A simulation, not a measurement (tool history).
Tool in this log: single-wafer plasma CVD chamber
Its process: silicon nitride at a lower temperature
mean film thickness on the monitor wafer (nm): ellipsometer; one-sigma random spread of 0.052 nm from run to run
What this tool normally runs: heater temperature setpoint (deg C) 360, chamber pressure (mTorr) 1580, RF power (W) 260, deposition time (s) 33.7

run,hour,heater temperature setpoint (deg C),chamber pressure (mTorr),RF power (W),deposition time (s),wafers since the last listed run,hours since the last thermocouple change,hours since the last RF generator calibration,hours since the last manometer calibration,hours since the showerhead was replaced,hours since the gauge calibration,"read-back reference wafer on the same gauge, thickness_nm",mean film thickness on the monitor wafer (nm)
1,0,365,1580,260,33.7,0,1164,1797.7,1549,3893.5,74.7,35.097,32.371
2,18.7,365,1580,260,33.7,379,1182.7,1816.4,1567.7,3912.2,93.4,35.108,32.361
3,46.1,365,1580,260,33.7,556,1210.1,1843.8,1595.1,3939.6,120.8,35.096,32.425
4,80.5,360,1580,260,33.7,698,1244.5,1878.2,1629.5,3974,155.2,35.094,32.332
5,114.3,360,1580,260,33.7,686,1278.3,1912,1663.3,4007.8,189,35.107,32.393
6,127,360,1580,260,33.7,257,1291,1924.7,1676,4020.5,201.7,35.102,32.281
7,141.3,360,1580,260,32.1,290,1305.3,1939,1690.3,4034.8,216,35.102,30.775
# hour 151.3: capacitance manometer re-zeroed and calibrated
8,156.6,360,1580,260,30.7,148,1320.6,1954.3,5.3,4050.1,231.3,35.095,30.055
9,191.9,360,1250,235,35.8,716,1355.9,1989.6,40.6,4085.4,266.6,35.106,30.594
10,254.7,353,1440,260,37.8,1274,1418.7,2052.4,103.4,4148.2,329.4,35.099,35.955
11,270.4,360,1580,235,33.7,318,1434.4,2068.1,119.1,4163.9,345.1,35.108,30.919
12,284.7,360,1360,260,36.8,290,1448.7,2082.4,133.4,4178.2,359.4,35.097,34.198
# hour 324.9: showerhead replaced
13,332.5,360,1580,275,33.7,807,1496.5,2130.2,181.2,7.6,407.2,35.09,34.038
# hour 345.1: gauge calibrated
# hour 346.1: thermocouple changed; heater temperature recalibrated
# hour 358.1: RF generator calibrated
14,388.1,360,1580,260,29.7,803,42,30,236.8,63.2,43,35.095,30.244
15,486.8,360,1580,260,30.7,2003,140.7,128.7,335.5,161.9,141.7,35.102,30.979
16,501.8,360,1580,260,33.7,304,155.7,143.7,350.5,176.9,156.7,35.096,33.896

Run-by-run hidden state of the tool:
wafer temperature above the value expected at the setpoint (K): 0 at every run
gauge reads high (%): 0 at every run
H1: delivered RF power above the setpoint (%)
H2: true pressure above the setpoint (%)
run,H1,H2
1,-7.59,-7.69
2,-7.61,-7.71
3,-7.64,-7.74
4,-7.67,-7.78
5,-7.71,-7.81
6,-7.72,-7.82
7,-7.73,-7.84
8,-7.74,-0.885
9,-7.78,-1.32
10,-7.83,-2.05
11,-7.84,-2.22
12,-7.85,-2.37
13,-7.88,-2.86
14,-0.734,-3.38
15,-1.69,-4.2
16,-1.83,-4.32
